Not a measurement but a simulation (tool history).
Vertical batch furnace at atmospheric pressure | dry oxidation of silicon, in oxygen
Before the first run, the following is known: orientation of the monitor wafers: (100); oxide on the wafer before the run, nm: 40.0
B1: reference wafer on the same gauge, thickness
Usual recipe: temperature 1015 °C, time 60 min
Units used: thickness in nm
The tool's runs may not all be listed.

run 1 hour=0 | temperature=1009 time=60 | B1=65.73 | thickness=76.23
run 2 hour=94.2 | temperature=1015 time=60 | B1=65.7 | thickness=79.08
run 3 hour=121 | temperature=1015 time=60 | B1=65.66 | thickness=78.74
run 4 hour=133.9 | temperature=1015 time=60 | B1=65.65 | thickness=78.32
run 5 hour=161.2 | temperature=1015 time=60 | B1=65.64 | thickness=78.98
run 6 hour=190.1 | temperature=1015 time=60 | B1=65.68 | thickness=79.01
run 7 hour=208.3 | temperature=1015 time=60 | B1=65.7 | thickness=78.65
-- hour=210.1 gauge calibrated
run 8 hour=236.5 | temperature=997 time=73.5 | B1=65.71 | thickness=77.76
run 9 hour=265.8 | temperature=1015 time=81.5 | B1=65.74 | thickness=90.43
run 10 hour=284.1 | temperature=1015 time=81.5 | B1=65.72 | thickness=90.39
run 11 hour=317.7 | temperature=1015 time=60 | B1=65.65 | thickness=78.3
run 12 hour=336.7 | temperature=1015 time=78 | B1=65.68 | thickness=88.02
run 13 hour=361 | temperature=1015 time=78 | B1=65.61 | thickness=88.41
run 14 hour=389.9 | temperature=1015 time=78 | B1=65.63 | thickness=88.91
run 15 hour=413.5 | temperature=1015 time=60 | B1=65.71 | thickness=78.94
run 16 hour=437.5 | temperature=1015 time=60 | B1=65.71 | thickness=78.77
run 17 hour=457 | temperature=1015 time=81.5 | B1=65.78 | thickness=90.58
run 18 hour=471.2 | temperature=1007 time=36 | B1=65.81 | thickness=62.88
run 19 hour=484.9 | temperature=1015 time=86 | B1=65.73 | thickness=93.44
run 20 hour=500.8 | temperature=992 time=47 | B1=65.65 | thickness=64.11
-- hour=614.4 boat lift adjusted
run 21 hour=614.9 | temperature=1015 time=60 | B1=65.7 | thickness=78.38
run 22 hour=618.9 | temperature=1029 time=75.5 | B1=65.67 | thickness=95.13
run 23 hour=638.1 | temperature=1031 time=70 | B1=65.7 | thickness=92.61
run 24 hour=668.8 | temperature=999 time=60 | B1=65.63 | thickness=71.72
run 25 hour=692.3 | temperature=1015 time=60 | B1=65.72 | thickness=78.81
run 26 hour=710.8 | temperature=1015 time=60 | B1=65.66 | thickness=78.67
run 27 hour=723.9 | temperature=1034 time=37.5 | B1=65.7 | thickness=71.61
run 28 hour=747.9 | temperature=1000 time=30.5 | B1=65.7 | thickness=57.66
run 29 hour=767.3 | temperature=1015 time=60 | B1=65.66 | thickness=78.71
-- hour=802.2 thermocouples replaced and temperature profile calibrated
run 30 hour=802.7 | temperature=1024 time=76.5 | B1=65.75 | thickness=92.58
run 31 hour=832.6 | temperature=1024 time=76 | B1=65.68 | thickness=92.32
run 32 hour=864.9 | temperature=992 time=60 | B1=65.8 | thickness=69.6
run 33 hour=883.4 | temperature=994 time=60 | B1=65.7 | thickness=70.54
run 34 hour=915.4 | temperature=1015 time=60 | B1=65.7 | thickness=78.43
run 35 hour=932.6 | temperature=1015 time=60 | B1=65.61 | thickness=78.35
run 36 hour=950.7 | temperature=1001 time=34.5 | B1=65.71 | thickness=60.16
run 37 hour=977.6 | temperature=1015 time=60 | B1=65.6 | thickness=78.8
run 38 hour=995.2 | temperature=995 time=32.5 | B1=65.76 | thickness=57.76
run 39 hour=1089.4 | temperature=1015 time=60 | B1=65.74 | thickness=79.02
run 40 hour=1106 | temperature=1034 time=37.5 | B1=65.62 | thickness=71.44

Alternative continuations, all from the tool just after run 40; predict every row:
run A hour=1110.1 | temperature=1015 time=60 | B1=? | thickness=?
run B hour=1110.1 | temperature=993 time=60 | B1=? | thickness=?
run C hour=1110.1 | temperature=1023 time=60 | B1=? | thickness=?

run=A B1=65.69 thickness=78.81
run=B B1=65.69 thickness=70.31
run=C B1=65.69 thickness=82.4
The same runs, with their run-to-run variation unchanged, on a tool lacking any hidden condition would have given:
run=A thickness=78.81
run=B thickness=70.31
run=C thickness=82.4

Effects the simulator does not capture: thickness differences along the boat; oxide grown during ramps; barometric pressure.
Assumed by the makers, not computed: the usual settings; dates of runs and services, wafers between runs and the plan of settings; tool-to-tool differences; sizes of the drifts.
